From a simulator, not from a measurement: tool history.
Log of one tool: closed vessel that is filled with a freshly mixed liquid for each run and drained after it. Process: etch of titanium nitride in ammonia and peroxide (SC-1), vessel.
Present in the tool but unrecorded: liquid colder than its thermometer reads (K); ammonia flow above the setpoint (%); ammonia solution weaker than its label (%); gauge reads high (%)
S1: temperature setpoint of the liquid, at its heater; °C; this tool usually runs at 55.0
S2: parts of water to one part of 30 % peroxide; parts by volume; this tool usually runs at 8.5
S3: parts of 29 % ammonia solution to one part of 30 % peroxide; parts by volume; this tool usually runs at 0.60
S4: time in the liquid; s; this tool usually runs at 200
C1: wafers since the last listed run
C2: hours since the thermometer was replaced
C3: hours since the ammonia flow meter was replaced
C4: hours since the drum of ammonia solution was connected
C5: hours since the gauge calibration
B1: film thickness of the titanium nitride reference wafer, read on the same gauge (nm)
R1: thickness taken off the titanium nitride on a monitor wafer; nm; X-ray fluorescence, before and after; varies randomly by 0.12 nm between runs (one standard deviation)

| run | day | S1 | S2 | S3 | S4 | C1 | C2 | C3 | C4 | C5 | B1 | R1 |
|---|---|---|---|---|---|---|---|---|---|---|---|---|
| 1 | 0.000 | 55.0 | 11.0 | 0.60 | 200 | 0 | 611.5 | 1501.7 | 436.3 | 578.5 | 139.99 | 12.92 |
|  | 0.692 | new drum of ammonia solution connected |
| 2 | 1.696 | 55.0 | 11.0 | 0.60 | 200 | 2462 | 652.2 | 1542.4 | 24.1 | 619.2 | 140.00 | 12.86 |
| 3 | 5.488 | 55.0 | 8.5 | 0.60 | 200 | 5643 | 743.2 | 1633.4 | 115.1 | 710.2 | 139.99 | 14.55 |
| 4 | 9.258 | 55.0 | 8.5 | 0.60 | 200 | 5612 | 833.7 | 1723.9 | 205.6 | 800.7 | 140.01 | 14.41 |
| 5 | 11.188 | 55.0 | 8.5 | 0.60 | 200 | 2871 | 880.0 | 1770.2 | 251.9 | 847.0 | 139.99 | 14.67 |
| 6 | 14.721 | 55.0 | 8.5 | 0.60 | 200 | 5259 | 964.8 | 1855.0 | 336.7 | 931.8 | 140.03 | 14.48 |
| 7 | 18.354 | 55.0 | 8.5 | 0.60 | 200 | 5408 | 1052.0 | 1942.2 | 423.9 | 1019.0 | 139.99 | 14.50 |
|  | 18.579 | new drum of ammonia solution connected |
| 8 | 22.200 | 55.0 | 8.5 | 0.60 | 200 | 5662 | 1144.3 | 2034.5 | 86.9 | 1111.3 | 140.01 | 14.54 |
| 9 | 25.846 | 55.0 | 8.5 | 0.60 | 200 | 5426 | 1231.8 | 2122.0 | 174.4 | 1198.8 | 139.98 | 14.36 |
| 10 | 27.938 | 55.0 | 8.5 | 0.60 | 200 | 3113 | 1282.0 | 2172.2 | 224.6 | 1249.0 | 140.01 | 14.35 |
| 11 | 30.192 | 55.0 | 8.5 | 0.50 | 200 | 3355 | 1336.1 | 2226.3 | 278.7 | 1303.1 | 140.02 | 13.97 |
|  | 34.092 | new drum of ammonia solution connected |
|  | 37.750 | ammonia flow meter replaced |
|  | 37.854 | thermometer replaced |
| 12 | 43.042 | 55.0 | 8.5 | 0.60 | 200 | 18941 | 124.5 | 127.0 | 214.8 | 1611.5 | 140.00 | 14.79 |
|  | 49.100 | gauge calibrated |
|  | 50.046 | new drum of ammonia solution connected |
| 13 | 55.229 | 55.0 | 8.5 | 0.60 | 200 | 18079 | 417.0 | 419.5 | 124.4 | 147.1 | 140.01 | 14.80 |
| 14 | 58.729 | 55.0 | 8.5 | 0.60 | 280 | 5209 | 501.0 | 503.5 | 208.4 | 231.1 | 140.00 | 20.54 |
| 15 | 62.250 | 55.0 | 8.5 | 0.60 | 200 | 5240 | 585.5 | 588.0 | 292.9 | 315.6 | 139.99 | 14.67 |
| 16 | 65.788 | 55.0 | 8.5 | 0.40 | 285 | 5265 | 670.4 | 672.9 | 377.8 | 400.5 | 140.00 | 19.43 |
|  | 69.396 | new drum of ammonia solution connected |
| 17 | 70.217 | 55.0 | 5.0 | 0.60 | 200 | 6530 | 776.7 | 779.2 | 19.7 | 506.8 | 140.02 | 18.96 |
| 18 | 73.933 | 55.0 | 8.5 | 0.60 | 200 | 5532 | 865.9 | 868.4 | 108.9 | 596.0 | 140.00 | 14.61 |
| 19 | 77.196 | 45.5 | 8.5 | 0.60 | 200 | 4856 | 944.2 | 946.7 | 187.2 | 674.3 | 139.99 | 7.47 |
| 20 | 79.412 | 50.0 | 8.5 | 0.90 | 200 | 3299 | 997.4 | 999.9 | 240.4 | 727.5 | 139.98 | 10.98 |
| 21 | 82.479 | 55.0 | 8.5 | 0.60 | 290 | 4564 | 1071.0 | 1073.5 | 314.0 | 801.1 | 139.98 | 20.89 |
| 22 | 85.733 | 64.5 | 8.5 | 0.60 | 200 | 4843 | 1149.1 | 1151.6 | 392.1 | 879.2 | 139.99 | 27.08 |
|  | 88.046 | new drum of ammonia solution connected |
| 23 | 88.254 | 55.0 | 8.5 | 0.70 | 200 | 3690 | 1209.6 | 1212.1 | 5.0 | 939.7 | 139.99 | 14.52 |

Some steps in R1 between neighbouring runs. How much of each would the tool show without its hidden state too (settings, what came in, random variation), and how much is left for the hidden state, with any gauge scatter that isn't in both results?
Run 11 -> 12: S3 0.50 -> 0.60, new drum of ammonia solution connected, ammonia flow meter replaced, thermometer replaced. R1 +0.82 nm: hidden state +0.51, all else +0.31.
Run 20 -> 21: S1 50.0 -> 55.0, S3 0.90 -> 0.60, S4 200 -> 290. R1 +9.91 nm: hidden state -0.35, all else +10.26.
Run 22 -> 23: S1 64.5 -> 55.0, S3 0.60 -> 0.70, new drum of ammonia solution connected. R1 -12.56 nm: hidden state +0.37, all else -12.93.
